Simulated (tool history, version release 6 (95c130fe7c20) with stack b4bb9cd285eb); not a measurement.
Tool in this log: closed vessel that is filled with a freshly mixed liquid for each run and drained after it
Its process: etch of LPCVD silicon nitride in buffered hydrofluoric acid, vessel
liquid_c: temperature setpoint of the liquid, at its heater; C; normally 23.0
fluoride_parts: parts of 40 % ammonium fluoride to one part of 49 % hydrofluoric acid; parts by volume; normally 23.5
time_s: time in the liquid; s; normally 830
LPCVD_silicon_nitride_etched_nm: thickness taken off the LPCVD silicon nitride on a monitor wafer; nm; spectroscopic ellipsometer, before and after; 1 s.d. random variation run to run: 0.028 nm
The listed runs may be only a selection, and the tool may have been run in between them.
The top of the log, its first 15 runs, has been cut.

run,day,liquid_c,fluoride_parts,time_s,"read-back film thickness of the LPCVD silicon nitride reference wafer, read on the same gauge (nm)",LPCVD_silicon_nitride_etched_nm
16,7.650,23.0,23.5,830,130.02,6.06
17,8.375,19.0,23.5,830,129.98,4.84
# day 8.567: thermometer replaced
18,8.850,19.0,23.5,1180,129.98,5.95
19,9.454,23.0,30.0,830,130.00,4.42
20,9.712,26.5,23.5,1320,130.03,10.02
21,10.350,26.5,23.5,830,129.99,6.35
# day 10.454: gauge calibrated
22,11.079,20.0,23.5,830,130.01,4.49
23,11.617,26.0,23.5,1060,130.01,7.99
24,12.125,23.0,15.0,385,130.02,3.64
25,12.671,25.0,23.5,830,130.03,5.92
26,13.362,23.0,28.0,830,129.97,4.70
27,13.988,23.0,23.5,830,130.00,5.32
28,14.262,23.0,23.5,830,130.01,5.37
29,14.942,25.0,23.5,830,130.01,5.97
30,15.554,19.0,23.5,1100,129.97,5.68
31,16.025,27.5,23.5,490,130.01,4.02
32,16.525,23.0,23.5,830,130.01,5.33
33,16.888,27.5,28.5,395,130.01,2.88

Below are 3 alternative next runs, each starting from the tool's condition after run 33. Predict each:
A,16.925,27.5,23.5,830,?,?
B,16.925,20.5,30.0,830,?,?
C,16.925,19.0,23.5,470,?,?

run,"read-back film thickness of the LPCVD silicon nitride reference wafer, read on the same gauge (nm)",LPCVD_silicon_nitride_etched_nm
A,130.01,6.91
B,130.01,3.99
C,130.01,2.46
Had the tool no hidden state, the same runs would have come out as:
run,LPCVD_silicon_nitride_etched_nm
A,6.63
B,3.81
C,2.35

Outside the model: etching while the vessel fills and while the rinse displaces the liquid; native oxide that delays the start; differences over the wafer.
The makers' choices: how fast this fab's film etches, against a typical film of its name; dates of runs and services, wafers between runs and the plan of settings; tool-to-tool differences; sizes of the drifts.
